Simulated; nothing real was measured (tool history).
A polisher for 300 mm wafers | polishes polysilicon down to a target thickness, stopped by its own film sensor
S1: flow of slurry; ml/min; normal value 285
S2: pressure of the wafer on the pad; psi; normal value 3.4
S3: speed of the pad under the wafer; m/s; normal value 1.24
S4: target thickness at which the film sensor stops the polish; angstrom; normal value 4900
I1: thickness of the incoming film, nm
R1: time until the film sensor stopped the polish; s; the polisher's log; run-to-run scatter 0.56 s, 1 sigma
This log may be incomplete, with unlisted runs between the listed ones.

run	hour	S1	S2	S3	S4	I1	R1
1	0	285	3.4	1.24	4900	1196.2	61.6
2	38	285	3.4	1.24	4900	1213	63.1
# hour 85.8: slurry nozzle cleaned
3	96.5	285	3.4	1.24	4900	1187.6	62.7
# hour 146.4: worn pad replaced by a new one
4	146.9	285	3.4	1.24	4900	1194.1	57.8
5	178.3	285	3.4	1.24	4900	1205.6	58.4
6	207.7	285	3.4	1.24	4900	1206.1	60.7
7	239.4	285	3.4	1.24	4900	1201.6	60.5
8	273.7	285	3.4	1.24	4900	1197.9	61.2
9	312.1	285	3.4	1.24	4900	1222.8	62.5
# hour 364.2: head pressure recalibrated
10	365.4	285	3.4	0.9	4900	1174.8	83.6
# hour 397.2: slurry nozzle cleaned
# hour 436: worn pad replaced by a new one
11	442.7	285	3.4	0.9	4900	1197.1	81.6
12	474.8	285	3.4	0.9	4900	1194.8	81.5
13	523.5	285	2.5	1.24	4900	1214.6	83.3
14	555.2	285	2.5	1.24	4900	1206.3	86.1
15	591.8	285	2.5	1.24	4900	1217.1	88.7
16	650.5	285	3.4	1.24	4900	1189.6	62.6
17	675	285	3.4	1.24	4900	1212	64.6
# hour 676.5: slurry nozzle cleaned
# hour 708.8: worn pad replaced by a new one
18	733.1	370	3.4	1.24	4900	1191.5	56.6
19	792.2	385	3.7	0.9	7320	1216.5	50.8
20	826.4	285	3.4	1.24	5710	1198.7	54.2
21	857.4	285	4.6	1.24	4130	1208.6	52.2
22	885.5	285	4.5	1.12	5630	1189.9	45.8
23	912	285	3.9	1.24	2510	1222	74.9
24	958.1	285	3.4	1.66	4900	1205.3	48.2
# hour 971.5: slurry nozzle cleaned
# hour 997.6: worn pad replaced by a new one
25	1021.3	285	3.4	1.58	4120	1182	49.6
26	1074.8	380	3.9	1.1	3770	1211.7	68.1
27	1099.7	230	3.4	1.64	5660	1208.9	42
# hour 1131.1: head pressure recalibrated
28	1149.1	240	3	1.52	2870	1202.9	74.4
29	1195	285	2.6	0.92	6960	1193.7	78.2
30	1224.3	285	3.4	1.24	4900	1198.7	63.5
# hour 1228.8: slurry nozzle cleaned
31	1290	285	3.4	1.24	4900	1195.8	64.2
# hour 1299.8: worn pad replaced by a new one
32	1352.6	355	3.4	1.46	4900	1179.7	47.8
33	1423.2	245	2.4	1.24	3220	1221.5	110.5
34	1480.1	285	3.4	1.24	4900	1187.1	61.4

5 ways to go on from here, each from the tool as it stands after run 34. What would each give?
A	1480.5	285	3.4	1.24	4900	1200.8	?
B	1480.5	345	2.4	1.24	4900	1200.8	?
C	1480.5	285	2.2	1.24	4900	1200.8	?
D	1480.5	285	3.1	1.24	6250	1200.8	?
E	1480.5	285	3.4	1.56	3470	1200.8	?

run	R1
A	62.3
B	86.9
C	96.3
D	55.3
E	59.5
With no hidden state in the tool, these same runs would have given:
run	R1
A	57.5
B	80.3
C	88.9
D	51.1
E	54.9

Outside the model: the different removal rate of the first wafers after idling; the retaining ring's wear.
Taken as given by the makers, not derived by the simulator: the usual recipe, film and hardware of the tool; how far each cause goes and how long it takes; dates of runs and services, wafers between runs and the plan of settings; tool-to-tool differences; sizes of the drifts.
